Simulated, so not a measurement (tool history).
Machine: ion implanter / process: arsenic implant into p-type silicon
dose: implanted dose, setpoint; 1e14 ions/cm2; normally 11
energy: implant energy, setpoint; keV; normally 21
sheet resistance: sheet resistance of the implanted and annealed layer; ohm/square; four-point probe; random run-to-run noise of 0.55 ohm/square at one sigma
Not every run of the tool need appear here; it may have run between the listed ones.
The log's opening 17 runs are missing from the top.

run    hour   dose  energy  wafers since the last listed run  hours since the last dose calibration  hours since the extraction supply was calibrated  hours since the gauge calibration  read-back reference wafer on the same gauge, sheet resistance  sheet resistance
 18   821.9  14.03      21                               306                                 1882.9                                             195.8                              608.9                                                         101.64            114.49
 19   853.3  10.07      21                               346                                 1914.3                                             227.2                              640.3                                                         101.65            132.75
 20   920.4     11    14.5                               740                                 1981.4                                             294.3                              707.4                                                         101.64            137.99
 21   965.2  12.58    17.5                               494                                 2026.2                                             339.1                              752.2                                                         101.84            124.99
        987  -- Faraday cup replaced and dose calibrated
 22   990.6   9.66      16                               192                                    3.6                                             364.5                              777.6                                                         101.93            143.78
 23  1046.6   9.94      17                               618                                   59.6                                             420.5                              833.6                                                         102.05            140.63
 24  1099.9     11    16.5                               588                                  112.9                                             473.8                              886.9                                                         101.96            133.87
 25  1135.4     11      21                               391                                  148.4                                             509.3                              922.4                                                          102.1            127.65
 26  1204.2  13.65    25.5                               759                                  217.2                                             578.1                              991.2                                                         102.25            109.17
 27  1245.8     11      17                               459                                  258.8                                             619.7                             1032.8                                                         102.18            133.69
 28  1283.3  13.23      21                               413                                  296.3                                             657.2                             1070.3                                                         102.53            116.86

Predict the results of run 29:
 29  1316.2    11      21                               363                                  329.2                                             690.1                             1103.2                                                              ?                 ?

Run 29 yielded read-back reference wafer on the same gauge, sheet resistance 102.26, sheet resistance 127.39 ohm/square.
If the tool had no hidden condition, the same run with the same run-to-run variation would have returned sheet resistance 123.23 ohm/square.
